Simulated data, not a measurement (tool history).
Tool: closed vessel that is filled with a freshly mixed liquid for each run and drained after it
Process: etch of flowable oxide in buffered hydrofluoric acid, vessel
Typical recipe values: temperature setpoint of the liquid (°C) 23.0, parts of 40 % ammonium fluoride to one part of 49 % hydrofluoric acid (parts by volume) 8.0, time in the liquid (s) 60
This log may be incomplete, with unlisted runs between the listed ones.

run   hour  temperature setpoint of the liquid (°C)  parts of 40 % ammonium fluoride to one part of 49 % hydrofluoric acid (parts by volume)  time in the liquid (s)  read-back film thickness of the flowable oxide reference wafer, read on the same gauge (nm)  thickness taken off the flowable oxide on a monitor wafer (Å)
  1    0.0                                     23.0                                                                                      8.0                      60                                                                                       110.06                                                         3384.4
  2   12.5                                     23.0                                                                                      8.0                      45                                                                                       109.99                                                         2503.2
  3   33.3                                     23.0                                                                                      8.0                      60                                                                                       110.04                                                         3383.5
  4   69.1                                     23.0                                                                                      8.0                      60                                                                                       110.04                                                         3427.8
  5  102.6                                     23.0                                                                                      8.0                      50                                                                                       109.96                                                         2857.5
  6  128.8                                     23.0                                                                                      8.0                      50                                                                                       109.95                                                         2861.1
  7  159.7                                     23.0                                                                                      8.0                      60                                                                                       109.98                                                         3449.1
  8  180.7                                     23.0                                                                                      8.0                      60                                                                                       110.00                                                         3503.3
  9  202.6                                     23.0                                                                                      8.0                      60                                                                                       110.02                                                         3487.8
 10  218.6                                     23.0                                                                                      8.0                      60                                                                                       110.05                                                         3471.5
 11  241.5                                     23.0                                                                                      8.0                      60                                                                                       109.98                                                         3523.5
 12  265.9                                     21.0                                                                                     10.5                      60                                                                                       109.99                                                         2372.5
 13  301.9                                     21.0                                                                                     10.5                      60                                                                                       109.98                                                         2157.1
 14  322.0                                     21.0                                                                                     10.5                      60                                                                                       109.97                                                         2136.7
 15  352.3                                     23.0                                                                                      8.0                      60                                                                                       109.95                                                         3080.8
 16  373.1                                     23.0                                                                                      8.0                      40                                                                                       110.01                                                         2097.5
 17  392.8                                     23.0                                                                                     11.0                      45                                                                                       110.04                                                         1733.0
 18  405.7                                     18.5                                                                                      8.0                      30                                                                                       109.97                                                         1217.7
 19  437.6                                     25.5                                                                                      5.5                      30                                                                                       109.99                                                         2530.1
 20  457.5                                     24.5                                                                                      5.0                      45                                                                                       109.97                                                         3884.2
 21  481.4                                     27.0                                                                                      5.0                      85                                                                                       110.04                                                         8483.3
 22  500.3                                     27.0                                                                                      6.5                      45                                                                                       109.99                                                         3586.6
 23  522.6                                     23.0                                                                                      7.0                      40                                                                                       110.07                                                         2414.9
 24  550.7                                     23.0                                                                                      8.0                      60                                                                                       110.00                                                         3131.4
 25  577.5                                     26.0                                                                                      6.0                      40                                                                                       110.00                                                         3229.3
 26  611.0                                     23.0                                                                                      8.0                      60                                                                                       109.97                                                         3125.2
 27  635.6                                     20.5                                                                                      8.0                      80                                                                                       110.03                                                         3730.0
 28  661.0                                     23.0                                                                                      8.0                      60                                                                                       110.02                                                         3180.4
 29  685.7                                     23.0                                                                                      9.0                      30                                                                                       110.01                                                         1412.2
 30  734.3                                     23.0                                                                                      8.0                      60                                                                                       110.00                                                         3198.5
 31  777.7                                     23.0                                                                                      8.0                      60                                                                                       110.02                                                         3229.7
 32  798.0                                     19.5                                                                                      8.0                      90                                                                                       109.96                                                         3970.0
 33  812.8                                     19.0                                                                                      6.5                      80                                                                                       109.99                                                         4254.5

Withheld: 3 entries from between the runs. Position of each, and hidden state at the listed run before versus the listed run after:
After run 11, before run 12: thermometer replaced (hour 256.9)
  hydrofluoric acid flow above the setpoint (%): 13.4 -> 13.7
  measured value less the no-hidden-state value, thickness taken off the flowable oxide on a monitor wafer (Å): +448.9 -> +220.5
After run 12, before run 13: hydrofluoric acid flow meter replaced (hour 280.9)
  hydrofluoric acid flow above the setpoint (%): 13.7 -> 1.05
  measured value less the no-hidden-state value, thickness taken off the flowable oxide on a monitor wafer (Å): +220.5 -> +21.8
After run 22, before run 23: gauge calibrated (hour 516.7)
  hydrofluoric acid flow above the setpoint (%): 3.01 -> 3.23
  measured value less the no-hidden-state value, thickness taken off the flowable oxide on a monitor wafer (Å): +90.9 -> +65.8
